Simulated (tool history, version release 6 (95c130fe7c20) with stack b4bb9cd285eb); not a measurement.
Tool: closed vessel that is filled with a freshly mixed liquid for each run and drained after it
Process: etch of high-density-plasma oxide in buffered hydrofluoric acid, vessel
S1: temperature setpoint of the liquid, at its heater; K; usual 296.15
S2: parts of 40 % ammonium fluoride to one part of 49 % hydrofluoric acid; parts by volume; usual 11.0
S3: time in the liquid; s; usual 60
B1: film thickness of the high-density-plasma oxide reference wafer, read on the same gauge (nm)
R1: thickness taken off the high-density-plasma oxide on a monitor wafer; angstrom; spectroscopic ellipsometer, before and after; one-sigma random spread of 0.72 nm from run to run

run 1 hour=0.0 | S1=292.65 S2=13.5 S3=60 | B1=29.99 | R1=747.2
-- hour=13.4 hydrofluoric acid flow meter replaced
run 2 hour=97.4 | S1=296.15 S2=11.0 S3=60 | B1=30.01 | R1=1068.7
run 3 hour=149.5 | S1=296.15 S2=11.0 S3=60 | B1=30.00 | R1=1092.6
run 4 hour=221.8 | S1=296.15 S2=11.0 S3=60 | B1=30.01 | R1=1085.9
run 5 hour=265.8 | S1=296.15 S2=11.0 S3=60 | B1=30.02 | R1=1097.5
run 6 hour=317.5 | S1=296.15 S2=11.0 S3=60 | B1=30.00 | R1=1088.8
run 7 hour=383.1 | S1=296.15 S2=11.0 S3=60 | B1=29.99 | R1=1123.4
run 8 hour=432.8 | S1=296.15 S2=11.0 S3=60 | B1=30.02 | R1=1125.7
run 9 hour=498.1 | S1=296.15 S2=11.0 S3=60 | B1=29.99 | R1=1135.9
run 10 hour=600.7 | S1=296.15 S2=11.0 S3=90 | B1=30.00 | R1=1704.9
run 11 hour=661.8 | S1=294.65 S2=8.5 S3=35 | B1=30.02 | R1=771.6
run 12 hour=710.9 | S1=299.15 S2=11.0 S3=60 | B1=30.00 | R1=1362.9
-- hour=763.8 hydrofluoric acid flow meter replaced
run 13 hour=769.8 | S1=294.15 S2=11.0 S3=85 | B1=30.01 | R1=1419.5
run 14 hour=863.1 | S1=296.15 S2=14.0 S3=45 | B1=30.00 | R1=672.7
-- hour=912.3 gauge calibrated
-- hour=955.4 thermometer replaced
run 15 hour=1173.6 | S1=296.15 S2=9.0 S3=40 | B1=30.02 | R1=840.9
run 16 hour=1279.0 | S1=293.65 S2=13.5 S3=60 | B1=30.00 | R1=778.3
run 17 hour=1342.8 | S1=291.65 S2=15.0 S3=90 | B1=29.99 | R1=948.2
run 18 hour=1434.5 | S1=296.15 S2=14.0 S3=85 | B1=29.99 | R1=1240.5
run 19 hour=1536.0 | S1=296.15 S2=14.5 S3=35 | B1=30.00 | R1=497.4
run 20 hour=1575.0 | S1=298.15 S2=11.0 S3=60 | B1=30.00 | R1=1232.1
run 21 hour=1644.6 | S1=300.15 S2=13.5 S3=60 | B1=30.00 | R1=1139.0
-- hour=1655.1 hydrofluoric acid flow meter replaced
run 22 hour=1698.9 | S1=297.65 S2=10.0 S3=35 | B1=29.97 | R1=747.8
run 23 hour=2001.3 | S1=296.15 S2=11.0 S3=60 | B1=29.98 | R1=1117.5
run 24 hour=2059.5 | S1=296.15 S2=13.0 S3=85 | B1=30.00 | R1=1344.1
run 25 hour=2131.3 | S1=296.15 S2=11.0 S3=60 | B1=29.99 | R1=1133.0
run 26 hour=2189.2 | S1=296.15 S2=11.0 S3=60 | B1=29.99 | R1=1146.3
run 27 hour=2261.1 | S1=296.15 S2=11.0 S3=60 | B1=29.99 | R1=1138.1
run 28 hour=2327.0 | S1=296.15 S2=11.0 S3=60 | B1=29.98 | R1=1162.2
-- hour=2348.2 thermometer replaced
run 29 hour=2370.7 | S1=299.15 S2=14.5 S3=30 | B1=30.01 | R1=480.3
-- hour=2486.1 hydrofluoric acid flow meter replaced
run 30 hour=2517.4 | S1=296.15 S2=11.0 S3=70 | B1=29.99 | R1=1196.9
run 31 hour=2743.3 | S1=296.15 S2=8.5 S3=75 | B1=30.00 | R1=1658.8

4 ways to go on from here, each from the tool as it stands after run 31. What would each give?
run A hour=2744.0 | S1=296.15 S2=7.0 S3=60 | B1=? | R1=?
run B hour=2744.0 | S1=299.15 S2=11.0 S3=90 | B1=? | R1=?
run C hour=2744.0 | S1=298.15 S2=8.5 S3=80 | B1=? | R1=?
run D hour=2744.0 | S1=296.15 S2=15.0 S3=60 | B1=? | R1=?

run=A B1=30.01 R1=1634.1
run=B B1=30.01 R1=1877.5
run=C B1=30.01 R1=1976.7
run=D B1=30.01 R1=785.4
With no hidden state in the tool, these same runs would have given:
run=A R1=1558.8
run=B R1=1788.4
run=C R1=1878.7
run=D R1=747.6
